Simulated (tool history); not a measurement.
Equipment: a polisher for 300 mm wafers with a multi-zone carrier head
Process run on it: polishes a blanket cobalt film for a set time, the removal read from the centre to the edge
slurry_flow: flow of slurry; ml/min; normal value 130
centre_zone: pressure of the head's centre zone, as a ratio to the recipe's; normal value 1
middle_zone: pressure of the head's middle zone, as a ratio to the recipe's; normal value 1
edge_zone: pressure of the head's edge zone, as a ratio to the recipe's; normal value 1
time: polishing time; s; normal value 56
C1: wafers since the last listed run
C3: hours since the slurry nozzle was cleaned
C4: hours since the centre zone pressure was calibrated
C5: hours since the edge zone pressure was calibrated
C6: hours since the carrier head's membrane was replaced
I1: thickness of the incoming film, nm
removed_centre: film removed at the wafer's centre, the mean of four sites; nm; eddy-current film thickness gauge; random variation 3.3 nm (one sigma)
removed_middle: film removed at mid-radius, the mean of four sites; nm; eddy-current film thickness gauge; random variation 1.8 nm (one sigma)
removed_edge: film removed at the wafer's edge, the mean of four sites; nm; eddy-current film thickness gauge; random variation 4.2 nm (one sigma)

run 1 hour=0 | slurry_flow=130 centre_zone=1 middle_zone=1 edge_zone=0.97 time=56 | C1=0 wafers_polished_on_this_pad=1283 C3=541.4 C4=374.5 C5=64.4 C6=606.8 | I1=764.7 | removed_centre=249.5 removed_middle=253 removed_edge=257.1
run 2 hour=16.7 | slurry_flow=130 centre_zone=1 middle_zone=1 edge_zone=1 time=56 | C1=198 wafers_polished_on_this_pad=1482 C3=558.1 C4=391.2 C5=81.1 C6=623.5 | I1=779.7 | removed_centre=253.5 removed_middle=251 removed_edge=252.6
run 3 hour=30.9 | slurry_flow=95 centre_zone=1.06 middle_zone=1.03 edge_zone=1.09 time=56 | C1=168 wafers_polished_on_this_pad=1651 C3=572.3 C4=405.4 C5=95.3 C6=637.7 | I1=762.4 | removed_centre=236.4 removed_middle=223.5 removed_edge=246.8
-- hour=60.4 carrier head's membrane replaced by a new one
run 4 hour=64.4 | slurry_flow=130 centre_zone=1 middle_zone=1 edge_zone=1 time=56 | C1=338 wafers_polished_on_this_pad=1990 C3=605.8 C4=438.9 C5=128.8 C6=4 | I1=767.8 | removed_centre=251.2 removed_middle=251.7 removed_edge=263.7
run 5 hour=78.7 | slurry_flow=130 centre_zone=0.91 middle_zone=1 edge_zone=1 time=75 | C1=170 wafers_polished_on_this_pad=2160 C3=620.1 C4=453.2 C5=143.1 C6=18.3 | I1=771.7 | removed_centre=312.2 removed_middle=336.8 removed_edge=343.1
-- hour=86 worn pad replaced by a new one
run 6 hour=98.8 | slurry_flow=130 centre_zone=1 middle_zone=1 edge_zone=1 time=56 | C1=191 wafers_polished_on_this_pad=152 C3=640.2 C4=473.3 C5=163.2 C6=38.4 | I1=774.2 | removed_centre=252.1 removed_middle=246.8 removed_edge=254.7
run 7 hour=122.3 | slurry_flow=110 centre_zone=1.05 middle_zone=0.9 edge_zone=0.93 time=56 | C1=279 wafers_polished_on_this_pad=431 C3=663.7 C4=496.8 C5=186.7 C6=61.9 | I1=773.5 | removed_centre=244.5 removed_middle=211.5 removed_edge=238.2
-- hour=148 centre zone pressure recalibrated
run 8 hour=156.6 | slurry_flow=130 centre_zone=1.08 middle_zone=1 edge_zone=1 time=50 | C1=384 wafers_polished_on_this_pad=816 C3=698 C4=8.6 C5=221 C6=96.2 | I1=773.2 | removed_centre=224.6 removed_middle=216.5 removed_edge=229
run 9 hour=188.4 | slurry_flow=95 centre_zone=1.08 middle_zone=0.95 edge_zone=1 time=39 | C1=378 wafers_polished_on_this_pad=1194 C3=729.8 C4=40.4 C5=252.8 C6=128 | I1=770.5 | removed_centre=147.1 removed_middle=141 removed_edge=155
run 10 hour=211.4 | slurry_flow=130 centre_zone=1 middle_zone=1 edge_zone=1 time=56 | C1=273 wafers_polished_on_this_pad=1467 C3=752.8 C4=63.4 C5=275.8 C6=151 | I1=764.5 | removed_centre=229.3 removed_middle=239.1 removed_edge=241.7
run 11 hour=230.5 | slurry_flow=130 centre_zone=0.92 middle_zone=1 edge_zone=1 time=56 | C1=227 wafers_polished_on_this_pad=1694 C3=771.9 C4=82.5 C5=294.9 C6=170.1 | I1=767.7 | removed_centre=209.1 removed_middle=237.6 removed_edge=253.1
run 12 hour=255 | slurry_flow=95 centre_zone=0.93 middle_zone=1 edge_zone=1.1 time=67 | C1=291 wafers_polished_on_this_pad=1986 C3=796.4 C4=107 C5=319.4 C6=194.6 | I1=766.7 | removed_centre=211.7 removed_middle=244.5 removed_edge=284.6
-- hour=263.9 worn pad replaced by a new one
-- hour=269.2 slurry nozzle cleaned
run 13 hour=282.4 | slurry_flow=130 centre_zone=0.94 middle_zone=1 edge_zone=1.06 time=56 | C1=266 wafers_polished_on_this_pad=207 C3=13.2 C4=134.4 C5=346.8 C6=222 | I1=769 | removed_centre=254.1 removed_middle=276 removed_edge=283.2
run 14 hour=298.9 | slurry_flow=130 centre_zone=1 middle_zone=1 edge_zone=1 time=68 | C1=196 wafers_polished_on_this_pad=403 C3=29.7 C4=150.9 C5=363.3 C6=238.5 | I1=780.9 | removed_centre=330.6 removed_middle=336.1 removed_edge=333.5
run 15 hour=327.8 | slurry_flow=130 centre_zone=1 middle_zone=1 edge_zone=1 time=56 | C1=343 wafers_polished_on_this_pad=747 C3=58.6 C4=179.8 C5=392.2 C6=267.4 | I1=772.8 | removed_centre=267.1 removed_middle=275.7 removed_edge=274.9
run 16 hour=356.5 | slurry_flow=105 centre_zone=1 middle_zone=1 edge_zone=1 time=56 | C1=341 wafers_polished_on_this_pad=1088 C3=87.3 C4=208.5 C5=420.9 C6=296.1 | I1=769 | removed_centre=254.5 removed_middle=255.1 removed_edge=254.3
-- hour=385.6 edge zone pressure recalibrated
run 17 hour=386.1 | slurry_flow=130 centre_zone=1 middle_zone=1.07 edge_zone=1.1 time=62 | C1=328 wafers_polished_on_this_pad=1417 C3=116.9 C4=238.1 C5=0.5 C6=325.7 | I1=778 | removed_centre=297.5 removed_middle=318 removed_edge=317.5

Predict the results of run 18:
run 18 hour=397.3 | slurry_flow=90 centre_zone=0.96 middle_zone=1 edge_zone=1 time=56 | C1=133 wafers_polished_on_this_pad=1550 C3=128.1 C4=249.3 C5=11.7 C6=336.9 | I1=763.8 | removed_centre=? removed_middle=? removed_edge=?

Run 18 measured removed_centre 228 nm, removed_middle 240.5 nm, removed_edge 248.9 nm.
Were there no unlogged condition in the tool, this run, its random variation unchanged, would have produced removed_centre 231.4 nm, removed_middle 250.2 nm, removed_edge 255.3 nm.
